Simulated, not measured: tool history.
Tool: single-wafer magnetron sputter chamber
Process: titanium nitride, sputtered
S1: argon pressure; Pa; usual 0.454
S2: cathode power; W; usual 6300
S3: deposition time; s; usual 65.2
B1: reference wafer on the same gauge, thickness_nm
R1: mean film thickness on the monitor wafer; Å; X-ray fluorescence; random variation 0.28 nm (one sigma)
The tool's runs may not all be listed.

{"run": 1, "hour": 0.0, "S1": 0.454, "S2": 6300, "S3": 68.4, "B1": 68.002, "R1": 806.95}
{"run": 2, "hour": 58.2, "S1": 0.454, "S2": 6300, "S3": 68.4, "B1": 68.038, "R1": 804.16}
{"run": 3, "hour": 87.9, "S1": 0.454, "S2": 6300, "S3": 65.2, "B1": 67.969, "R1": 770.16}
{"hour": 130.1, "done": "sputter target and shields replaced"}
{"run": 4, "hour": 134.9, "S1": 0.497, "S2": 6300, "S3": 65.2, "B1": 68.053, "R1": 762.89}
{"run": 5, "hour": 193.2, "S1": 0.497, "S2": 6300, "S3": 65.2, "B1": 68.119, "R1": 758.4}
{"run": 6, "hour": 230.9, "S1": 0.454, "S2": 6300, "S3": 71.0, "B1": 67.964, "R1": 834.46}
{"run": 7, "hour": 266.7, "S1": 0.454, "S2": 5700, "S3": 55.4, "B1": 68.078, "R1": 595.14}
{"run": 8, "hour": 329.7, "S1": 0.454, "S2": 5700, "S3": 55.4, "B1": 67.98, "R1": 600.19}
{"hour": 361.7, "done": "sputter target and shields replaced"}
{"run": 9, "hour": 377.9, "S1": 0.385, "S2": 6300, "S3": 65.2, "B1": 68.131, "R1": 784.94}
{"run": 10, "hour": 425.7, "S1": 0.555, "S2": 6800, "S3": 65.2, "B1": 68.115, "R1": 805.94}
{"run": 11, "hour": 556.4, "S1": 0.395, "S2": 7300, "S3": 75.1, "B1": 68.125, "R1": 1030.46}
{"hour": 657.7, "done": "sputter target and shields replaced"}
{"run": 12, "hour": 766.7, "S1": 0.454, "S2": 6300, "S3": 65.2, "B1": 68.165, "R1": 780.02}
{"hour": 787.2, "done": "capacitance manometer re-zeroed and calibrated"}
{"run": 13, "hour": 815.2, "S1": 0.346, "S2": 6950, "S3": 76.2, "B1": 68.224, "R1": 990.82}
{"run": 14, "hour": 865.2, "S1": 0.454, "S2": 7500, "S3": 78.1, "B1": 68.046, "R1": 1059.77}
{"run": 15, "hour": 907.0, "S1": 0.511, "S2": 5700, "S3": 65.2, "B1": 68.127, "R1": 672.81}
{"hour": 923.3, "done": "sputter target and shields replaced"}
{"hour": 928.6, "done": "magnet pack replaced"}
{"run": 16, "hour": 963.4, "S1": 0.583, "S2": 5650, "S3": 60.4, "B1": 68.159, "R1": 610.34}
{"hour": 978.1, "done": "gauge calibrated"}
{"run": 17, "hour": 1024.9, "S1": 0.454, "S2": 6300, "S3": 65.2, "B1": 68.116, "R1": 747.03}
{"hour": 1084.7, "done": "capacitance manometer re-zeroed and calibrated, repeated, since the last time left the tool worse"}
{"hour": 1164.0, "done": "sputter target and shields replaced"}
{"run": 18, "hour": 1200.8, "S1": 0.454, "S2": 6300, "S3": 56.2, "B1": 68.106, "R1": 660.47}
{"run": 19, "hour": 1258.8, "S1": 0.509, "S2": 5650, "S3": 57.2, "B1": 68.105, "R1": 598.98}
{"run": 20, "hour": 1318.9, "S1": 0.454, "S2": 6300, "S3": 60.1, "B1": 68.138, "R1": 711.26}
{"run": 21, "hour": 1344.4, "S1": 0.395, "S2": 7700, "S3": 65.2, "B1": 68.044, "R1": 940.49}

Some steps in R1 between neighbouring runs. How much of each would the tool show without its hidden state too (settings, what came in, random variation), and how much is left for the hidden state, with any gauge scatter that isn't in both results?
The hidden state here: deposition rate above that of a new target (%); true argon pressure above the setpoint (%); gauge reads high (%).
Run 11 -> 12: S1 0.395 -> 0.454, S2 7300 -> 6300, S3 75.1 -> 65.2, sputter target and shields replaced. R1 -250.44 Å: hidden state +0.31, all else -250.75.
Run 12 -> 13: S1 0.454 -> 0.346, S2 6300 -> 6950, S3 65.2 -> 76.2, capacitance manometer re-zeroed and calibrated. R1 +210.80 Å: hidden state -29.35, all else +240.15.
Run 14 -> 15: S1 0.454 -> 0.511, S2 7500 -> 5700, S3 78.1 -> 65.2. R1 -386.96 Å: hidden state +7.79, all else -394.75.
Run 17 -> 18: S3 65.2 -> 56.2, capacitance manometer re-zeroed and calibrated, repeated, since the last time left the tool worse, sputter target and shields replaced. R1 -86.56 Å: hidden state +17.74, all else -104.30.
